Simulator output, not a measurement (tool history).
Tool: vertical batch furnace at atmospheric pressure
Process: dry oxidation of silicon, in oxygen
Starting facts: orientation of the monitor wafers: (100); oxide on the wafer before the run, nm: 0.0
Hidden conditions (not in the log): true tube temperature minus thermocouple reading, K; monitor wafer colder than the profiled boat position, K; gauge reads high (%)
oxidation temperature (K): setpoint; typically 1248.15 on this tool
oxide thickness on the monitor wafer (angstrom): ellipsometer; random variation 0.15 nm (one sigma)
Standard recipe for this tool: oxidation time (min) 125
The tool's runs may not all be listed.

run	hour	oxidation temperature (K)	oxidation time (min)	wafers since the last listed run	hours since the last temperature calibration	hours since the boat lift was adjusted	hours since the gauge calibration	read-back reference wafer on the same gauge, thickness	oxide thickness on the monitor wafer (angstrom)
1	0	1248.15	125	0	2841.8	3825.6	583.6	72.91	637.1
2	50.4	1248.15	94	609	2892.2	3876	634	72.87	521.7
3	221.2	1248.15	125	2065	3063	4046.8	804.8	72.86	634.5
4	264.2	1248.15	125	519	3106	4089.8	847.8	72.91	638.1
5	323.3	1248.15	125	714	3165.1	4148.9	906.9	72.91	634.4
6	381.1	1248.15	125	698	3222.9	4206.7	964.7	72.9	632.3
# hour 435.5: thermocouples replaced and temperature profile calibrated
7	436	1248.15	125	373	0.5	4261.6	1019.6	72.92	632.9
8	493.1	1248.15	125	690	57.6	4318.7	1076.7	72.89	635.1
9	611.2	1248.15	125	1427	175.7	4436.8	1194.8	72.91	638.3
# hour 678.2: boat lift adjusted
10	678.7	1248.15	125	525	243.2	0.5	1262.3	72.9	639.5
11	727.2	1248.15	125	586	291.7	49	1310.8	72.9	634.8
12	787.1	1259.15	125	724	351.6	108.9	1370.7	72.88	696.3
13	827.9	1266.15	141	493	392.4	149.7	1411.5	72.92	808.7
14	858	1248.15	125	363	422.5	179.8	1441.6	72.87	636.4
15	896.4	1270.15	78	464	460.9	218.2	1480	72.89	556.3
16	955.9	1248.15	125	719	520.4	277.7	1539.5	72.92	633.3
# hour 1096.9: gauge calibrated
17	1103.4	1270.15	125	1783	667.9	425.2	6.5	72.92	770.8
18	1173.4	1259.15	174.5	846	737.9	495.2	76.5	72.9	878.1
19	1223.6	1265.15	102	606	788.1	545.4	126.7	72.9	638.4
20	1261.9	1248.15	166	463	826.4	583.7	165	72.91	778
21	1289.9	1229.15	125	338	854.4	611.7	193	72.94	544.6
22	1315.2	1248.15	125	305	879.7	637	218.3	72.91	633.8
23	1378.2	1264.15	186	761	942.7	700	281.3	72.86	964

Forecast each of these 4 alternatives for the next run:
A	1384.2	1248.15	125	72	948.7	706	287.3	?	?
B	1384.2	1262.15	77.5	72	948.7	706	287.3	?	?
C	1384.2	1262.15	161	72	948.7	706	287.3	?	?
D	1384.2	1229.15	82.5	72	948.7	706	287.3	?	?

run	read-back reference wafer on the same gauge, thickness	oxide thickness on the monitor wafer (angstrom)
A	72.91	634
B	72.91	513
C	72.91	852.1
D	72.91	406.8
With the hidden condition removed and each run's random variation left untouched, the same runs would have given:
run	oxide thickness on the monitor wafer (angstrom)
A	634
B	513
C	852.1
D	406.8
